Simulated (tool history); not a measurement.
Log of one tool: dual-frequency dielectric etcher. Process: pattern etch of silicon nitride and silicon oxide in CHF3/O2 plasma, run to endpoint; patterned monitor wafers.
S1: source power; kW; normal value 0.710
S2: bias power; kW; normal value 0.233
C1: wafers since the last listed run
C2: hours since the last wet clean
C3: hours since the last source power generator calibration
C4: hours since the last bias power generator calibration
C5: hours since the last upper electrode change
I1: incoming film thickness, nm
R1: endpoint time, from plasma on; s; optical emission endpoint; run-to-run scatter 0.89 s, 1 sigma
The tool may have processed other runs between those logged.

run 1 day=0.000 | S1=0.710 S2=0.233 | C1=0 C2=12.3 C3=1619.0 C4=4532.8 C5=3888.0 | I1=237.1 | R1=129.1
run 2 day=4.312 | S1=0.710 S2=0.233 | C1=626 C2=115.8 C3=1722.5 C4=4636.3 C5=3991.5 | I1=233.1 | R1=129.7
run 3 day=8.154 | S1=0.710 S2=0.233 | C1=557 C2=208.0 C3=1814.7 C4=4728.5 C5=4083.7 | I1=231.1 | R1=130.3
-- day=13.346 wet clean of the chamber
run 4 day=13.367 | S1=0.710 S2=0.233 | C1=611 C2=0.5 C3=1939.8 C4=4853.6 C5=4208.8 | I1=235.4 | R1=127.8
run 5 day=15.412 | S1=0.710 S2=0.233 | C1=296 C2=49.6 C3=1988.9 C4=4902.7 C5=4257.9 | I1=235.2 | R1=128.1
run 6 day=17.642 | S1=0.710 S2=0.233 | C1=323 C2=103.1 C3=2042.4 C4=4956.2 C5=4311.4 | I1=235.4 | R1=131.9
run 7 day=20.508 | S1=0.710 S2=0.233 | C1=416 C2=171.9 C3=2111.2 C4=5025.0 C5=4380.2 | I1=235.8 | R1=131.6
run 8 day=23.404 | S1=0.710 S2=0.233 | C1=420 C2=241.4 C3=2180.7 C4=5094.5 C5=4449.7 | I1=231.5 | R1=132.5
run 9 day=27.154 | S1=0.640 S2=0.233 | C1=544 C2=331.4 C3=2270.7 C4=5184.5 C5=4539.7 | I1=234.8 | R1=137.7
-- day=29.312 source power generator calibrated
-- day=29.483 wet clean of the chamber
run 10 day=30.342 | S1=0.710 S2=0.233 | C1=414 C2=20.6 C3=24.7 C4=5261.0 C5=4616.2 | I1=233.7 | R1=129.1
run 11 day=33.983 | S1=0.710 S2=0.190 | C1=528 C2=108.0 C3=112.1 C4=5348.4 C5=4703.6 | I1=235.9 | R1=136.2
-- day=35.300 bias power generator calibrated
run 12 day=36.346 | S1=0.620 S2=0.233 | C1=318 C2=164.7 C3=168.8 C4=25.1 C5=4760.3 | I1=235.8 | R1=136.0
run 13 day=40.129 | S1=0.630 S2=0.193 | C1=549 C2=255.5 C3=259.6 C4=115.9 C5=4851.1 | I1=234.2 | R1=141.8
-- day=44.538 upper electrode replaced
run 14 day=44.558 | S1=0.800 S2=0.233 | C1=497 C2=361.8 C3=365.9 C4=222.2 C5=0.5 | I1=231.7 | R1=129.8
-- day=46.446 wet clean of the chamber
run 15 day=47.675 | S1=0.710 S2=0.233 | C1=307 C2=29.5 C3=440.7 C4=297.0 C5=75.3 | I1=233.5 | R1=126.0
run 16 day=49.838 | S1=0.780 S2=0.249 | C1=313 C2=81.4 C3=492.6 C4=348.9 C5=127.2 | I1=232.8 | R1=124.4
run 17 day=54.292 | S1=0.810 S2=0.217 | C1=646 C2=188.3 C3=599.5 C4=455.8 C5=234.1 | I1=236.1 | R1=131.7
run 18 day=58.283 | S1=0.770 S2=0.210 | C1=579 C2=284.1 C3=695.3 C4=551.6 C5=329.9 | I1=235.8 | R1=135.5

Run 19 has not been measured yet. What should we expect?
run 19 day=60.096 | S1=0.660 S2=0.233 | C1=263 C2=327.6 C3=738.8 C4=595.1 C5=373.4 | I1=233.5 | R1=?

R1: 136.7 s
Take away the tool's hidden state, keep the run-to-run variation as it was, and the same run would have given R1 129.8 s.
